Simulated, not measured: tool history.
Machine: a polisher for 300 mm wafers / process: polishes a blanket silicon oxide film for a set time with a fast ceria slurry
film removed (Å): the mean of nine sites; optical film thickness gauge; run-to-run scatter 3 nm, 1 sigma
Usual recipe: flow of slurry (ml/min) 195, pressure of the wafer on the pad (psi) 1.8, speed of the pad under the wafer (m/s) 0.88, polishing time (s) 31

| run | hour | flow of slurry (ml/min) | pressure of the wafer on the pad (psi) | speed of the pad under the wafer (m/s) | polishing time (s) | wafers since the last listed run | wafers polished on this pad | hours since the slurry nozzle was cleaned | hours since the head pressure was calibrated | incoming thickness of the incoming film, nm | film removed (Å) |
|---|---|---|---|---|---|---|---|---|---|---|---|
| 1 | 0 | 195 | 1.8 | 0.88 | 31 | 0 | 6636 | 69.3 | 624.1 | 3678.3 | 2318 |
| 2 | 27.6 | 195 | 1.8 | 0.88 | 31 | 433 | 7070 | 96.9 | 651.7 | 3721.3 | 2371 |
|  | 51.4 | worn pad replaced by a new one |
| 3 | 77.7 | 215 | 1.8 | 0.88 | 31 | 723 | 413 | 147 | 701.8 | 3709 | 2350 |
| 4 | 141.6 | 215 | 1.8 | 0.88 | 31 | 1003 | 1416 | 210.9 | 765.7 | 3685.7 | 2331 |
| 5 | 212.3 | 195 | 1.8 | 0.88 | 31 | 1110 | 2526 | 281.6 | 836.4 | 3735.9 | 2248 |
| 6 | 279.1 | 195 | 1.8 | 0.88 | 31 | 1048 | 3575 | 348.4 | 903.2 | 3681.9 | 2215 |
| 7 | 338.3 | 195 | 1.8 | 0.88 | 31 | 929 | 4505 | 407.6 | 962.4 | 3672.3 | 2210 |
| 8 | 395.5 | 195 | 1.8 | 0.88 | 31 | 898 | 5403 | 464.8 | 1019.6 | 3627 | 2159 |
| 9 | 435.2 | 195 | 1.8 | 0.88 | 31 | 623 | 6026 | 504.5 | 1059.3 | 3687.3 | 2125 |
|  | 449.9 | head pressure recalibrated |
| 10 | 467.9 | 195 | 1.8 | 0.88 | 31 | 482 | 6508 | 537.2 | 18 | 3676.4 | 2499 |
|  | 489.3 | slurry nozzle cleaned |
| 11 | 493.5 | 195 | 1.5 | 0.88 | 31 | 386 | 6895 | 4.2 | 43.6 | 3712 | 2245 |
|  | 543.2 | worn pad replaced by a new one |
| 12 | 560.8 | 195 | 1.5 | 0.88 | 31 | 993 | 276 | 71.5 | 110.9 | 3715.4 | 2197 |
| 13 | 595.5 | 235 | 1.8 | 0.88 | 31 | 544 | 820 | 106.2 | 145.6 | 3667.9 | 2664 |
| 14 | 661.5 | 195 | 1.8 | 0.88 | 31 | 1036 | 1857 | 172.2 | 211.6 | 3715.2 | 2581 |
| 15 | 732.3 | 195 | 1.8 | 0.88 | 31 | 1111 | 2969 | 243 | 282.4 | 3676.4 | 2461 |
| 16 | 760.2 | 135 | 1.3 | 1.14 | 34 | 438 | 3407 | 270.9 | 310.3 | 3701.8 | 2316 |
| 17 | 799 | 195 | 1.8 | 0.88 | 31 | 609 | 4016 | 309.7 | 349.1 | 3698.9 | 2447 |
| 18 | 823.5 | 155 | 1.8 | 1.02 | 22 | 384 | 4401 | 334.2 | 373.6 | 3666.4 | 1978 |
| 19 | 859.3 | 145 | 1.8 | 0.66 | 31 | 562 | 4963 | 370 | 409.4 | 3731.2 | 1712 |
| 20 | 920.8 | 195 | 2.1 | 0.88 | 31 | 965 | 5929 | 431.5 | 470.9 | 3696.5 | 2864 |
|  | 955.1 | slurry nozzle cleaned |
| 21 | 1078.2 | 160 | 2.4 | 1.08 | 36 | 2455 | 8384 | 123.1 | 628.3 | 3710.9 | 4462 |
|  | 1144.5 | worn pad replaced by a new one |
| 22 | 1286.2 | 195 | 1.8 | 0.88 | 20 | 3203 | 2224 | 331.1 | 836.3 | 3708.7 | 1506 |
| 23 | 1320.3 | 195 | 1.8 | 0.88 | 31 | 535 | 2760 | 365.2 | 870.4 | 3689.1 | 2321 |
| 24 | 1362.4 | 130 | 1.8 | 1.04 | 31 | 661 | 3421 | 407.3 | 912.5 | 3674.2 | 2398 |
| 25 | 1428.7 | 195 | 1.8 | 0.88 | 35 | 1041 | 4462 | 473.6 | 978.8 | 3676 | 2559 |
|  | 1453.6 | slurry nozzle cleaned |
| 26 | 1456 | 160 | 1.8 | 0.88 | 31 | 412 | 4875 | 2.4 | 1006.1 | 3706.8 | 2357 |
| 27 | 1497.8 | 195 | 1.8 | 0.88 | 31 | 656 | 5531 | 44.2 | 1047.9 | 3700 | 2354 |
| 28 | 1532.4 | 195 | 1.6 | 0.72 | 31 | 543 | 6075 | 78.8 | 1082.5 | 3761.4 | 1718 |
| 29 | 1588.2 | 255 | 1.8 | 0.88 | 31 | 876 | 6951 | 134.6 | 1138.3 | 3663.5 | 2441 |
|  | 1606.3 | worn pad replaced by a new one |
|  | 1637.9 | head pressure recalibrated |
| 30 | 1652.6 | 195 | 1.4 | 0.88 | 31 | 917 | 695 | 199 | 14.7 | 3668.7 | 1993 |
| 31 | 1686.3 | 230 | 1.8 | 1.02 | 23 | 529 | 1224 | 232.7 | 48.4 | 3757.8 | 2223 |
| 32 | 1725.8 | 195 | 1.3 | 0.88 | 31 | 620 | 1844 | 272.2 | 87.9 | 3660.5 | 1778 |
| 33 | 1786.1 | 195 | 2.3 | 0.88 | 31 | 946 | 2791 | 332.5 | 148.2 | 3641.1 | 3175 |
| 34 | 1820.2 | 195 | 1.8 | 1.06 | 38 | 535 | 3327 | 366.6 | 182.3 | 3692.2 | 3585 |
| 35 | 1868.2 | 195 | 1.8 | 0.88 | 31 | 753 | 4080 | 414.6 | 230.3 | 3690.4 | 2423 |
|  | 1924.3 | slurry nozzle cleaned |
| 36 | 2032 | 195 | 1.8 | 0.88 | 31 | 2556 | 6637 | 107.7 | 394.1 | 3730.7 | 2457 |
|  | 2108.4 | worn pad replaced by a new one |
| 37 | 2211 | 250 | 1.8 | 0.72 | 34 | 2747 | 1610 | 286.7 | 573.1 | 3682.3 | 2219 |

4 ways to go on from here, each from the tool as it stands after run 37. What would each give?
| A | 2211.4 | 220 | 1.8 | 0.88 | 31 | 6 | 1616 | 287.1 | 573.5 | 3716 | ? |
| B | 2211.4 | 195 | 1.8 | 0.64 | 27 | 6 | 1616 | 287.1 | 573.5 | 3716 | ? |
| C | 2211.4 | 245 | 1.8 | 0.78 | 31 | 6 | 1616 | 287.1 | 573.5 | 3716 | ? |
| D | 2211.4 | 240 | 2.4 | 0.88 | 31 | 6 | 1616 | 287.1 | 573.5 | 3716 | ? |

| run | film removed (Å) |
|---|---|
| A | 2377 |
| B | 1472 |
| C | 2144 |
| D | 3215 |
Without the tool's unlogged condition, the same runs would have read:
| run | film removed (Å) |
|---|---|
| A | 2656 |
| B | 1655 |
| C | 2385 |
| D | 3580 |

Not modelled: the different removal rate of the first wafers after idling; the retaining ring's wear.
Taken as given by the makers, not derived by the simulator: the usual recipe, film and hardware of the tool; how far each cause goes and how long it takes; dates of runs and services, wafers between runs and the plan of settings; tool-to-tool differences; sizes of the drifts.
